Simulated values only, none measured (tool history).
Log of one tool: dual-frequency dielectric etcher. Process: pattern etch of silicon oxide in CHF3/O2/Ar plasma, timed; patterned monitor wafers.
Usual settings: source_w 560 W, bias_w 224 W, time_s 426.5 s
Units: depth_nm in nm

run   hour  source_w  bias_w  time_s  read-back reference wafer on the same gauge, depth_nm  depth_nm
  1    0.0       560     224   426.5                                                  914.8     896.2
  2   16.2       560     224   426.5                                                  917.3     904.2
  3   34.1       560     224   378.5                                                  917.2     794.2
  4   48.1       560     224   378.5                                                  915.0     794.2
  5   60.1       560     224   426.5                                                  916.6     886.5
  6   76.5       560     224   356.5                                                  915.2     741.0
     117.2  -- upper electrode replaced
     121.6  -- wet clean of the chamber
  7  122.1       560     224   339.0                                                  915.1     718.6
  8  122.5       560     224   426.5                                                  916.7     911.9
  9  130.6       560     224   426.5                                                  916.8     905.1
 10  136.7       560     224   426.5                                                  915.9     902.3
 11  148.8       560     262   454.0                                                  916.4     993.9
 12  155.8       560     247   426.5                                                  916.6     930.1
 13  166.8       560     247   426.5                                                  916.6     924.0
 14  183.9       480     174   525.0                                                  916.9     994.5
 15  191.2       640     224   522.0                                                  914.8    1141.3
     204.8  -- gauge calibrated
 16  206.1       430     276   330.5                                                  916.3     674.8
     214.8  -- bias power generator calibrated
 17  215.3       560     275   542.0                                                  917.9    1186.5
 18  231.0       560     170   485.0                                                  917.4     969.1
     240.9  -- source power generator calibrated
 19  243.1       560     224   426.5                                                  914.4     907.7
 20  258.0       560     178   329.0                                                  915.1     673.7
 21  269.0       640     224   522.0                                                  915.3    1149.8
 22  276.3       560     224   475.0                                                  915.1    1004.8
 23  285.8       560     224   426.5                                                  916.8     895.6
 24  292.6       560     224   426.5                                                  916.4     907.1
 25  301.5       450     224   313.0                                                  916.2     606.0
 26  319.2       600     224   522.5                                                  916.5    1127.0

5 ways to go on from here, each from the tool as it stands after run 26. What would each give?
  A  319.7       560     224   426.5                                                      ?         ?
  B  319.7       420     250   468.0                                                      ?         ?
  C  319.7       560     224   337.5                                                      ?         ?
  D  319.7       640     224   464.0                                                      ?         ?
  E  319.7       560     224   327.0                                                      ?         ?

run  read-back reference wafer on the same gauge, depth_nm  depth_nm
  A                                                  917.9     904.9
  B                                                  917.9     921.4
  C                                                  917.9     716.1
  D                                                  917.9    1031.6
  E                                                  917.9     693.8
Without the tool's hidden state the same runs would have given:
run  depth_nm
  A     904.9
  B     921.4
  C     716.1
  D    1031.6
  E     693.8
